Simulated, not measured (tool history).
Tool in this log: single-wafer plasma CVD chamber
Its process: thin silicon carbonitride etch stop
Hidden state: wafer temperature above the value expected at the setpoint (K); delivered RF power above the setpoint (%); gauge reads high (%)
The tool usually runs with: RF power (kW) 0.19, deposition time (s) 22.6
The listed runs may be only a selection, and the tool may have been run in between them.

run,day,RF power (kW),deposition time (s),wafers since the last listed run,hours since the last thermocouple change,hours since the last RF generator calibration,hours since the showerhead was replaced,hours since the gauge calibration,"read-back reference wafer on the same gauge, thickness_nm",mean film thickness on the monitor wafer (angstrom)
1,0,0.17,22.6,0,2339.8,381.6,2910.4,254.8,11.388,134.71
2,2.092,0.17,22.6,2294,2390,431.8,2960.6,305,11.403,135.13
3,3.762,0.17,22.6,1832,2430.1,471.9,3000.7,345.1,11.397,135.49
4,6.554,0.19,22.6,3062,2497.1,538.9,3067.7,412.1,11.406,140.43
5,10.371,0.19,22.6,4186,2588.7,630.5,3159.3,503.7,11.399,140.1
6,14.458,0.19,22.6,4483,2686.8,728.6,3257.4,601.8,11.406,139.78
# day 16.321: showerhead replaced
7,17.458,0.19,22.6,2925,2758.8,800.6,27.3,673.8,11.398,140.26
# day 18.279: gauge calibrated
# day 19.733: thermocouple changed; heater temperature recalibrated
# day 21.021: RF generator calibrated
8,21.4,0.19,22.6,3592,40,9.1,121.9,74.9,11.398,139.11
9,23.954,0.19,22.6,2801,101.3,70.4,183.2,136.2,11.402,139.88
10,26.379,0.19,20.3,2660,159.5,128.6,241.4,194.4,11.4,125.67
11,30.788,0.205,21,4835,265.3,234.4,347.2,300.2,11.411,132.19
12,32.621,0.22,21,2011,309.3,278.4,391.2,344.2,11.401,136.46
13,35.021,0.165,25.7,2632,366.9,336,448.8,401.8,11.39,152.2
14,36.829,0.19,22.6,1983,410.3,379.4,492.2,445.2,11.404,139.92
15,39.479,0.19,21.4,2907,473.9,443,555.8,508.8,11.395,131.84
16,41.658,0.19,24.8,2390,526.2,495.3,608.1,561.1,11.399,153.57
# day 42.529: gauge calibrated
17,44.446,0.22,22.6,3057,593.1,562.2,675,46,11.399,145.1
18,47.142,0.19,18.5,2957,657.8,626.9,739.7,110.7,11.399,113.36
19,50.125,0.19,22.6,3272,729.4,698.5,811.3,182.3,11.406,139.46
20,53.333,0.205,26.4,3519,806.4,775.5,888.3,259.3,11.401,166.89

5 ways to go on from here, each from the tool as it stands after run 20. What would each give?
A,53.35,0.19,18.6,18,806.8,775.9,888.7,259.7,?,?
B,53.35,0.17,26.4,18,806.8,775.9,888.7,259.7,?,?
C,53.35,0.19,24.1,18,806.8,775.9,888.7,259.7,?,?
D,53.35,0.205,22.6,18,806.8,775.9,888.7,259.7,?,?
E,53.35,0.175,22.6,18,806.8,775.9,888.7,259.7,?,?

run,"read-back reference wafer on the same gauge, thickness_nm",mean film thickness on the monitor wafer (angstrom)
A,11.409,114.99
B,11.409,157.88
C,11.409,148.99
D,11.409,142.92
E,11.409,136.33
What these runs would have given with no unlogged condition in the tool:
run,mean film thickness on the monitor wafer (angstrom)
A,114.99
B,157.88
C,148.99
D,142.92
E,136.33
